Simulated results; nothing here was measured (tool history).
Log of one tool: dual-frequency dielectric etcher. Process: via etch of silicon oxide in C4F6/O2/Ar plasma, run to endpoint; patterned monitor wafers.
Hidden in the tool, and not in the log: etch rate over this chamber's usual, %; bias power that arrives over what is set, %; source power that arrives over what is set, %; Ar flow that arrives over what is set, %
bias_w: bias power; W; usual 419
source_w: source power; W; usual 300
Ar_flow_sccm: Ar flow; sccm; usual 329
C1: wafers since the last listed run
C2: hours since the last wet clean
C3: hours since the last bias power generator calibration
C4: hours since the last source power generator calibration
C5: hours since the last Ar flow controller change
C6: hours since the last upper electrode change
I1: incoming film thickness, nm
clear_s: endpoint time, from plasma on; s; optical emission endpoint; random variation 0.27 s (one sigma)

Run 1, day 0: usual settings but source_w 350 W; C1 0; C2 403.1; C3 3290.4; C4 0.5; C5 1.7; C6 3087.2; I1 119.8. Result: clear_s 30.9 s.
At day 0.9: bias power generator calibrated.
At day 1.654: wet clean of the chamber.
Run 2, day 1.675: usual settings but bias_w 470 W, Ar_flow_sccm 372 sccm; C1 252; C2 0.5; C3 18.6; C4 40.7; C5 41.9; C6 3127.4; I1 118.3. Result: clear_s 30.8 s.
Run 3, day 2.208: usual settings; C1 178; C2 13.3; C3 31.4; C4 53.5; C5 54.7; C6 3140.2; I1 117.8. Result: clear_s 32.1 s.
Run 4, day 3.683: usual settings; C1 494; C2 48.7; C3 66.8; C4 88.9; C5 90.1; C6 3175.6; I1 118.6. Result: clear_s 32.8 s.
Run 5, day 4.408: usual settings; C1 243; C2 66.1; C3 84.2; C4 106.3; C5 107.5; C6 3193; I1 117.6. Result: clear_s 32.5 s.
Run 6, day 5.404: usual settings; C1 333; C2 90; C3 108.1; C4 130.2; C5 131.4; C6 3216.9; I1 118.7. Result: clear_s 32.2 s.
Run 7, day 6.333: usual settings but bias_w 364 W; C1 311; C2 112.3; C3 130.4; C4 152.5; C5 153.7; C6 3239.2; I1 119.2. Result: clear_s 35.2 s.
At day 7.729: upper electrode replaced.
Run 8, day 7.75: usual settings but bias_w 356 W, source_w 360 W, Ar_flow_sccm 381 sccm; C1 139; C2 146.3; C3 164.4; C4 186.5; C5 187.7; C6 0.5; I1 117.9. Result: clear_s 34 s.
Run 9, day 9.079: usual settings but source_w 230 W, Ar_flow_sccm 397 sccm; C1 445; C2 178.2; C3 196.3; C4 218.4; C5 219.6; C6 32.4; I1 118.1. Result: clear_s 36.3 s.
Run 10, day 10.271: usual settings but bias_w 387 W, source_w 270 W, Ar_flow_sccm 294 sccm; C1 399; C2 206.8; C3 224.9; C4 247; C5 248.2; C6 61; I1 118.3. Result: clear_s 34 s.
Run 11, day 10.862: usual settings but Ar_flow_sccm 383 sccm; C1 198; C2 221; C3 239.1; C4 261.2; C5 262.4; C6 75.2; I1 117.6. Result: clear_s 33.1 s.
Run 12, day 11.479: usual settings; C1 206; C2 235.8; C3 253.9; C4 276; C5 277.2; C6 90; I1 118.5. Result: clear_s 32.4 s.
Run 13, day 12.962: usual settings but Ar_flow_sccm 404 sccm; C1 497; C2 271.4; C3 289.5; C4 311.6; C5 312.8; C6 125.6; I1 119.5. Result: clear_s 34 s.
Run 14, day 13.742: usual settings but bias_w 468 W; C1 261; C2 290.1; C3 308.2; C4 330.3; C5 331.5; C6 144.3; I1 118.4. Result: clear_s 30.1 s.
Run 15, day 14.421: usual settings but bias_w 466 W, source_w 270 W, Ar_flow_sccm 270 sccm; C1 227; C2 306.4; C3 324.5; C4 346.6; C5 347.8; C6 160.6; I1 118.3. Result: clear_s 30.5 s.
Run 16, day 15.412: usual settings but bias_w 388 W, source_w 250 W, Ar_flow_sccm 282 sccm; C1 332; C2 330.2; C3 348.3; C4 370.4; C5 371.6; C6 184.4; I1 118.2. Result: clear_s 34.6 s.

The next listed run, before its measurement:
Run 17, day 16.638: usual settings but source_w 230 W, Ar_flow_sccm 302 sccm; C1 410; C2 359.6; C3 377.7; C4 399.8; C5 401; C6 213.8; I1 119.5. Result: clear_s ?.

{"run 17": {"clear_s": 34.5}}
Without the tool's hidden state the same run would have given clear_s 34.5 s.
